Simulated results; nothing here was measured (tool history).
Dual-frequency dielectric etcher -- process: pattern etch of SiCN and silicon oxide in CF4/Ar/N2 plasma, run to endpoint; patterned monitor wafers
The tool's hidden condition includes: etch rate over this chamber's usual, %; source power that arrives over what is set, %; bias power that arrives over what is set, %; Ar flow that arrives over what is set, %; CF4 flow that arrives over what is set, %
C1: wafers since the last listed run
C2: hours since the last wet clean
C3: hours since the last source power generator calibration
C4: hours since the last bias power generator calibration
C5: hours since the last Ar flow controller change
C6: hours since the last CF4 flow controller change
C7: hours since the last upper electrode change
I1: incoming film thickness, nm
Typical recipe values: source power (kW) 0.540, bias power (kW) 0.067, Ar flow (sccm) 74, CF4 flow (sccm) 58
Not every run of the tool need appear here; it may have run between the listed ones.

{"run": 1, "hour": 0.0, "source power (kW)": 0.58, "bias power (kW)": 0.067, "Ar flow (sccm)": 74, "CF4 flow (sccm)": 58, "C1": 0, "C2": 474.2, "C3": 1307.3, "C4": 3048.7, "C5": 4978.7, "C6": 1481.6, "C7": 3857.0, "I1": 11.34, "endpoint time (s)": 10.8}
{"run": 2, "hour": 62.6, "source power (kW)": 0.49, "bias power (kW)": 0.067, "Ar flow (sccm)": 74, "CF4 flow (sccm)": 58, "C1": 1003, "C2": 536.8, "C3": 1369.9, "C4": 3111.3, "C5": 5041.3, "C6": 1544.2, "C7": 3919.6, "I1": 11.31, "endpoint time (s)": 12.0}
{"hour": 104.5, "done": "wet clean of the chamber"}
{"run": 3, "hour": 163.8, "source power (kW)": 0.49, "bias power (kW)": 0.067, "Ar flow (sccm)": 74, "CF4 flow (sccm)": 58, "C1": 1237, "C2": 59.3, "C3": 1471.1, "C4": 3212.5, "C5": 5142.5, "C6": 1645.4, "C7": 4020.8, "I1": 11.37, "endpoint time (s)": 11.9}
{"run": 4, "hour": 205.9, "source power (kW)": 0.54, "bias power (kW)": 0.067, "Ar flow (sccm)": 74, "CF4 flow (sccm)": 62, "C1": 674, "C2": 101.4, "C3": 1513.2, "C4": 3254.6, "C5": 5184.6, "C6": 1687.5, "C7": 4062.9, "I1": 11.35, "endpoint time (s)": 11.1}
{"run": 5, "hour": 268.5, "source power (kW)": 0.54, "bias power (kW)": 0.067, "Ar flow (sccm)": 74, "CF4 flow (sccm)": 62, "C1": 1003, "C2": 164.0, "C3": 1575.8, "C4": 3317.2, "C5": 5247.2, "C6": 1750.1, "C7": 4125.5, "I1": 11.37, "endpoint time (s)": 11.1}
{"run": 6, "hour": 351.4, "source power (kW)": 0.54, "bias power (kW)": 0.067, "Ar flow (sccm)": 74, "CF4 flow (sccm)": 58, "C1": 1328, "C2": 246.9, "C3": 1658.7, "C4": 3400.1, "C5": 5330.1, "C6": 1833.0, "C7": 4208.4, "I1": 11.42, "endpoint time (s)": 11.3}
{"run": 7, "hour": 492.7, "source power (kW)": 0.54, "bias power (kW)": 0.067, "Ar flow (sccm)": 74, "CF4 flow (sccm)": 58, "C1": 2264, "C2": 388.2, "C3": 1800.0, "C4": 3541.4, "C5": 5471.4, "C6": 1974.3, "C7": 4349.7, "I1": 11.43, "endpoint time (s)": 11.2}
{"hour": 550.2, "done": "wet clean of the chamber"}
{"run": 8, "hour": 550.7, "source power (kW)": 0.54, "bias power (kW)": 0.067, "Ar flow (sccm)": 74, "CF4 flow (sccm)": 58, "C1": 544, "C2": 0.5, "C3": 1858.0, "C4": 3599.4, "C5": 5529.4, "C6": 2032.3, "C7": 4407.7, "I1": 11.41, "endpoint time (s)": 11.2}
{"run": 9, "hour": 588.7, "source power (kW)": 0.54, "bias power (kW)": 0.067, "Ar flow (sccm)": 74, "CF4 flow (sccm)": 58, "C1": 609, "C2": 38.5, "C3": 1896.0, "C4": 3637.4, "C5": 5567.4, "C6": 2070.3, "C7": 4445.7, "I1": 11.39, "endpoint time (s)": 11.2}
{"hour": 627.3, "done": "CF4 flow controller replaced"}
{"run": 10, "hour": 661.5, "source power (kW)": 0.54, "bias power (kW)": 0.067, "Ar flow (sccm)": 74, "CF4 flow (sccm)": 58, "C1": 1070, "C2": 111.3, "C3": 1968.8, "C4": 3710.2, "C5": 5640.2, "C6": 34.2, "C7": 4518.5, "I1": 11.36, "endpoint time (s)": 11.4}
{"run": 11, "hour": 733.0, "source power (kW)": 0.54, "bias power (kW)": 0.067, "Ar flow (sccm)": 74, "CF4 flow (sccm)": 58, "C1": 1146, "C2": 182.8, "C3": 2040.3, "C4": 3781.7, "C5": 5711.7, "C6": 105.7, "C7": 4590.0, "I1": 11.37, "endpoint time (s)": 11.5}
{"run": 12, "hour": 773.8, "source power (kW)": 0.59, "bias power (kW)": 0.067, "Ar flow (sccm)": 74, "CF4 flow (sccm)": 48, "C1": 653, "C2": 223.6, "C3": 2081.1, "C4": 3822.5, "C5": 5752.5, "C6": 146.5, "C7": 4630.8, "I1": 11.35, "endpoint time (s)": 11.3}
{"run": 13, "hour": 855.5, "source power (kW)": 0.54, "bias power (kW)": 0.067, "Ar flow (sccm)": 74, "CF4 flow (sccm)": 52, "C1": 1309, "C2": 305.3, "C3": 2162.8, "C4": 3904.2, "C5": 5834.2, "C6": 228.2, "C7": 4712.5, "I1": 11.33, "endpoint time (s)": 11.7}
{"run": 14, "hour": 940.1, "source power (kW)": 0.68, "bias power (kW)": 0.083, "Ar flow (sccm)": 82, "CF4 flow (sccm)": 67, "C1": 1356, "C2": 389.9, "C3": 2247.4, "C4": 3988.8, "C5": 5918.8, "C6": 312.8, "C7": 4797.1, "I1": 11.45, "endpoint time (s)": 9.2}
{"run": 15, "hour": 1031.7, "source power (kW)": 0.54, "bias power (kW)": 0.067, "Ar flow (sccm)": 74, "CF4 flow (sccm)": 64, "C1": 1468, "C2": 481.5, "C3": 2339.0, "C4": 4080.4, "C5": 6010.4, "C6": 404.4, "C7": 4888.7, "I1": 11.34, "endpoint time (s)": 11.1}
{"hour": 1038.4, "done": "bias power generator calibrated"}
{"hour": 1129.3, "done": "wet clean of the chamber"}
{"run": 16, "hour": 1129.8, "source power (kW)": 0.49, "bias power (kW)": 0.056, "Ar flow (sccm)": 74, "CF4 flow (sccm)": 58, "C1": 1123, "C2": 0.5, "C3": 2437.1, "C4": 91.4, "C5": 6108.5, "C6": 502.5, "C7": 4986.8, "I1": 11.31, "endpoint time (s)": 12.7}
{"run": 17, "hour": 1157.3, "source power (kW)": 0.54, "bias power (kW)": 0.055, "Ar flow (sccm)": 81, "CF4 flow (sccm)": 58, "C1": 440, "C2": 28.0, "C3": 2464.6, "C4": 118.9, "C5": 6136.0, "C6": 530.0, "C7": 5014.3, "I1": 11.44, "endpoint time (s)": 12.2}
{"hour": 1207.8, "done": "Ar flow controller replaced"}
{"hour": 1237.8, "done": "upper electrode replaced, of another model than before"}
{"run": 18, "hour": 1244.5, "source power (kW)": 0.59, "bias power (kW)": 0.067, "Ar flow (sccm)": 74, "CF4 flow (sccm)": 48, "C1": 916, "C2": 115.2, "C3": 2551.8, "C4": 206.1, "C5": 36.7, "C6": 617.2, "C7": 6.7, "I1": 11.44, "endpoint time (s)": 11.5}
{"run": 19, "hour": 1298.1, "source power (kW)": 0.54, "bias power (kW)": 0.067, "Ar flow (sccm)": 74, "CF4 flow (sccm)": 58, "C1": 859, "C2": 168.8, "C3": 2605.4, "C4": 259.7, "C5": 90.3, "C6": 670.8, "C7": 60.3, "I1": 11.46, "endpoint time (s)": 11.4}
{"hour": 1412.2, "done": "source power generator calibrated"}
{"hour": 1571.4, "done": "wet clean of the chamber"}
{"run": 20, "hour": 1571.9, "source power (kW)": 0.48, "bias power (kW)": 0.067, "Ar flow (sccm)": 89, "CF4 flow (sccm)": 52, "C1": 3939, "C2": 0.5, "C3": 159.7, "C4": 533.5, "C5": 364.1, "C6": 944.6, "C7": 334.1, "I1": 11.39, "endpoint time (s)": 12.4}
{"run": 21, "hour": 1645.0, "source power (kW)": 0.54, "bias power (kW)": 0.067, "Ar flow (sccm)": 74, "CF4 flow (sccm)": 58, "C1": 1171, "C2": 73.6, "C3": 232.8, "C4": 606.6, "C5": 437.2, "C6": 1017.7, "C7": 407.2, "I1": 11.45, "endpoint time (s)": 11.4}
{"run": 22, "hour": 1701.7, "source power (kW)": 0.54, "bias power (kW)": 0.067, "Ar flow (sccm)": 74, "CF4 flow (sccm)": 63, "C1": 908, "C2": 130.3, "C3": 289.5, "C4": 663.3, "C5": 493.9, "C6": 1074.4, "C7": 463.9, "I1": 11.3, "endpoint time (s)": 11.1}
{"run": 23, "hour": 1790.9, "source power (kW)": 0.54, "bias power (kW)": 0.067, "Ar flow (sccm)": 74, "CF4 flow (sccm)": 67, "C1": 1429, "C2": 219.5, "C3": 378.7, "C4": 752.5, "C5": 583.1, "C6": 1163.6, "C7": 553.1, "I1": 11.38, "endpoint time (s)": 11.0}

For each entry between runs, how does the tool's hidden state at the last listed run before it compare with that at the first listed run after it?
Runs 2 to 3: wet clean of the chamber (hour 104.5)
  CF4 flow that arrives over what is set, %: 5.26 -> 5.69
Runs 7 to 8: wet clean of the chamber (hour 550.2)
  CF4 flow that arrives over what is set, %: 7.08 -> 7.33
Runs 9 to 10: CF4 flow controller replaced (hour 627.3)
  CF4 flow that arrives over what is set, %: 7.49 -> -1.57
Runs 15 to 16: bias power generator calibrated (hour 1038.4); wet clean of the chamber (hour 1129.3)
  CF4 flow that arrives over what is set, %: -0.00817 -> 0.407
Runs 17 to 18: Ar flow controller replaced (hour 1207.8); upper electrode replaced, of another model than before (hour 1237.8)
  CF4 flow that arrives over what is set, %: 0.523 -> 0.892
Runs 19 to 20: source power generator calibrated (hour 1412.2); wet clean of the chamber (hour 1571.4)
  CF4 flow that arrives over what is set, %: 1.12 -> 2.28
